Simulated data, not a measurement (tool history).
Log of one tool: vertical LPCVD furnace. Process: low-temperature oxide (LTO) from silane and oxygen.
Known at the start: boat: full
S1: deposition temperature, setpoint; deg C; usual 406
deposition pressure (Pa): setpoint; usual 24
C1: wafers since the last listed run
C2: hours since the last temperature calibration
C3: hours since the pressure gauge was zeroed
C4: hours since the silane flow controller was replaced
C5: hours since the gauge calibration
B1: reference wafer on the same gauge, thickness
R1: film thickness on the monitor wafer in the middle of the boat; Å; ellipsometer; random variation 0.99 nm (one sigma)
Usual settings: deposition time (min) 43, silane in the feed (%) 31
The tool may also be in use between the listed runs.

run 1 hour=0 | S1=406 deposition_pressure_(Pa)=24 deposition_time_(min)=43 silane_in_the_feed_(%)=31 | C1=0 C2=2416.6 C3=2000.2 C4=2222.1 C5=189.1 | B1=250.83 | R1=2801.3
run 2 hour=17.9 | S1=406 deposition_pressure_(Pa)=24 deposition_time_(min)=43 silane_in_the_feed_(%)=31 | C1=260 C2=2434.5 C3=2018.1 C4=2240 C5=207 | B1=250.91 | R1=2786.8
run 3 hour=37 | S1=406 deposition_pressure_(Pa)=24 deposition_time_(min)=43 silane_in_the_feed_(%)=31 | C1=278 C2=2453.6 C3=2037.2 C4=2259.1 C5=226.1 | B1=251.2 | R1=2809.4
run 4 hour=58.7 | S1=406 deposition_pressure_(Pa)=24 deposition_time_(min)=43 silane_in_the_feed_(%)=31 | C1=316 C2=2475.3 C3=2058.9 C4=2280.8 C5=247.8 | B1=250.9 | R1=2778.9
run 5 hour=72.7 | S1=406 deposition_pressure_(Pa)=24 deposition_time_(min)=43 silane_in_the_feed_(%)=31 | C1=204 C2=2489.3 C3=2072.9 C4=2294.8 C5=261.8 | B1=251.03 | R1=2793
run 6 hour=89.8 | S1=406 deposition_pressure_(Pa)=24 deposition_time_(min)=43 silane_in_the_feed_(%)=31 | C1=249 C2=2506.4 C3=2090 C4=2311.9 C5=278.9 | B1=251.23 | R1=2780.5
run 7 hour=103.4 | S1=406 deposition_pressure_(Pa)=24 deposition_time_(min)=43 silane_in_the_feed_(%)=31 | C1=198 C2=2520 C3=2103.6 C4=2325.5 C5=292.5 | B1=250.78 | R1=2788.9
-- hour=121.3 gauge calibrated
-- hour=137.5 silane flow controller replaced
run 8 hour=138 | S1=406 deposition_pressure_(Pa)=24 deposition_time_(min)=43 silane_in_the_feed_(%)=31 | C1=154 C2=2554.6 C3=2138.2 C4=0.5 C5=16.7 | B1=250.68 | R1=2628
run 9 hour=143.3 | S1=406 deposition_pressure_(Pa)=24 deposition_time_(min)=43 silane_in_the_feed_(%)=26 | C1=77 C2=2559.9 C3=2143.5 C4=5.8 C5=22 | B1=250.97 | R1=2023.8
run 10 hour=158.8 | S1=406 deposition_pressure_(Pa)=24 deposition_time_(min)=43 silane_in_the_feed_(%)=26 | C1=225 C2=2575.4 C3=2159 C4=21.3 C5=37.5 | B1=251.14 | R1=2048.7
run 11 hour=166.7 | S1=406 deposition_pressure_(Pa)=18.7 deposition_time_(min)=43 silane_in_the_feed_(%)=31 | C1=115 C2=2583.3 C3=2166.9 C4=29.2 C5=45.4 | B1=251.16 | R1=2073.5
run 12 hour=188.2 | S1=400 deposition_pressure_(Pa)=24 deposition_time_(min)=43 silane_in_the_feed_(%)=31 | C1=313 C2=2604.8 C3=2188.4 C4=50.7 C5=66.9 | B1=250.91 | R1=2477.7
-- hour=263.9 thermocouples replaced and temperature profile calibrated
run 13 hour=264.4 | S1=406 deposition_pressure_(Pa)=24 deposition_time_(min)=55.5 silane_in_the_feed_(%)=31 | C1=761 C2=0.5 C3=2264.6 C4=126.9 C5=143.1 | B1=251.2 | R1=3426
run 14 hour=269.7 | S1=399 deposition_pressure_(Pa)=24 deposition_time_(min)=43 silane_in_the_feed_(%)=37 | C1=77 C2=5.8 C3=2269.9 C4=132.2 C5=148.4 | B1=250.95 | R1=3120.5
run 15 hour=275.1 | S1=416 deposition_pressure_(Pa)=24 deposition_time_(min)=43 silane_in_the_feed_(%)=27 | C1=78 C2=11.2 C3=2275.3 C4=137.6 C5=153.8 | B1=251.26 | R1=2458.3
run 16 hour=285.7 | S1=406 deposition_pressure_(Pa)=24 deposition_time_(min)=51.5 silane_in_the_feed_(%)=31 | C1=154 C2=21.8 C3=2285.9 C4=148.2 C5=164.4 | B1=250.98 | R1=3212.3
run 17 hour=304.6 | S1=399 deposition_pressure_(Pa)=22 deposition_time_(min)=38 silane_in_the_feed_(%)=31 | C1=275 C2=40.7 C3=2304.8 C4=167.1 C5=183.3 | B1=250.78 | R1=2006.2
run 18 hour=321.3 | S1=406 deposition_pressure_(Pa)=24 deposition_time_(min)=60 silane_in_the_feed_(%)=28 | C1=243 C2=57.4 C3=2321.5 C4=183.8 C5=200 | B1=250.88 | R1=3213.4
run 19 hour=339.3 | S1=415 deposition_pressure_(Pa)=26.7 deposition_time_(min)=43 silane_in_the_feed_(%)=31 | C1=262 C2=75.4 C3=2339.5 C4=201.8 C5=218 | B1=250.88 | R1=3297.8
-- hour=371.7 pressure gauge zeroed
run 20 hour=372.2 | S1=415 deposition_pressure_(Pa)=28 deposition_time_(min)=31.5 silane_in_the_feed_(%)=33 | C1=129 C2=108.3 C3=0.5 C4=234.7 C5=250.9 | B1=250.87 | R1=2765.6
run 21 hour=377.5 | S1=406 deposition_pressure_(Pa)=18.7 deposition_time_(min)=51 silane_in_the_feed_(%)=33 | C1=77 C2=113.6 C3=5.8 C4=240 C5=256.2 | B1=250.94 | R1=2703
run 22 hour=382.9 | S1=413 deposition_pressure_(Pa)=24 deposition_time_(min)=28.5 silane_in_the_feed_(%)=31 | C1=78 C2=119 C3=11.2 C4=245.4 C5=261.6 | B1=250.94 | R1=1929.6
run 23 hour=393.8 | S1=398 deposition_pressure_(Pa)=20 deposition_time_(min)=31.5 silane_in_the_feed_(%)=31 | C1=158 C2=129.9 C3=22.1 C4=256.3 C5=272.5 | B1=251.05 | R1=1496.8
run 24 hour=408.2 | S1=406 deposition_pressure_(Pa)=24 deposition_time_(min)=43 silane_in_the_feed_(%)=31 | C1=209 C2=144.3 C3=36.5 C4=270.7 C5=286.9 | B1=251 | R1=2698.9
run 25 hour=425.9 | S1=406 deposition_pressure_(Pa)=24 deposition_time_(min)=43 silane_in_the_feed_(%)=31 | C1=258 C2=162 C3=54.2 C4=288.4 C5=304.6 | B1=251.29 | R1=2692.7
run 26 hour=437.7 | S1=414 deposition_pressure_(Pa)=24 deposition_time_(min)=53.5 silane_in_the_feed_(%)=26 | C1=172 C2=173.8 C3=66 C4=300.2 C5=316.4 | B1=251.39 | R1=2857.6
run 27 hour=458.7 | S1=406 deposition_pressure_(Pa)=27.3 deposition_time_(min)=43 silane_in_the_feed_(%)=26 | C1=306 C2=194.8 C3=87 C4=321.2 C5=337.4 | B1=250.9 | R1=2383.3
run 28 hour=477.4 | S1=406 deposition_pressure_(Pa)=24 deposition_time_(min)=43 silane_in_the_feed_(%)=31 | C1=272 C2=213.5 C3=105.7 C4=339.9 C5=356.1 | B1=250.97 | R1=2705.6
-- hour=481.1 gauge calibrated
run 29 hour=492 | S1=406 deposition_pressure_(Pa)=24 deposition_time_(min)=30.5 silane_in_the_feed_(%)=26 | C1=212 C2=228.1 C3=120.3 C4=354.5 C5=10.9 | B1=251.13 | R1=1489.3
run 30 hour=513.4 | S1=406 deposition_pressure_(Pa)=24 deposition_time_(min)=43 silane_in_the_feed_(%)=31 | C1=311 C2=249.5 C3=141.7 C4=375.9 C5=32.3 | B1=251.19 | R1=2716.1
run 31 hour=525.8 | S1=406 deposition_pressure_(Pa)=24 deposition_time_(min)=43 silane_in_the_feed_(%)=31 | C1=180 C2=261.9 C3=154.1 C4=388.3 C5=44.7 | B1=251.22 | R1=2709.5

Forecast each of these 4 alternatives for the next run:
run A hour=531.2 | S1=406 deposition_pressure_(Pa)=24 deposition_time_(min)=43 silane_in_the_feed_(%)=31 | C1=78 C2=267.3 C3=159.5 C4=393.7 C5=50.1 | B1=? | R1=?
run B hour=531.2 | S1=413 deposition_pressure_(Pa)=24 deposition_time_(min)=43 silane_in_the_feed_(%)=28 | C1=78 C2=267.3 C3=159.5 C4=393.7 C5=50.1 | B1=? | R1=?
run C hour=531.2 | S1=395 deposition_pressure_(Pa)=24 deposition_time_(min)=53 silane_in_the_feed_(%)=31 | C1=78 C2=267.3 C3=159.5 C4=393.7 C5=50.1 | B1=? | R1=?
run D hour=531.2 | S1=402 deposition_pressure_(Pa)=24 deposition_time_(min)=43 silane_in_the_feed_(%)=31 | C1=78 C2=267.3 C3=159.5 C4=393.7 C5=50.1 | B1=? | R1=?

run=A B1=250.98 R1=2715.4
run=B B1=250.98 R1=2547.5
run=C B1=250.98 R1=2942
run=D B1=250.98 R1=2592.6
Without the tool's hidden state the same runs would have given:
run=A R1=2618.9
run=B R1=2449.5
run=C R1=2835.3
run=D R1=2499.9
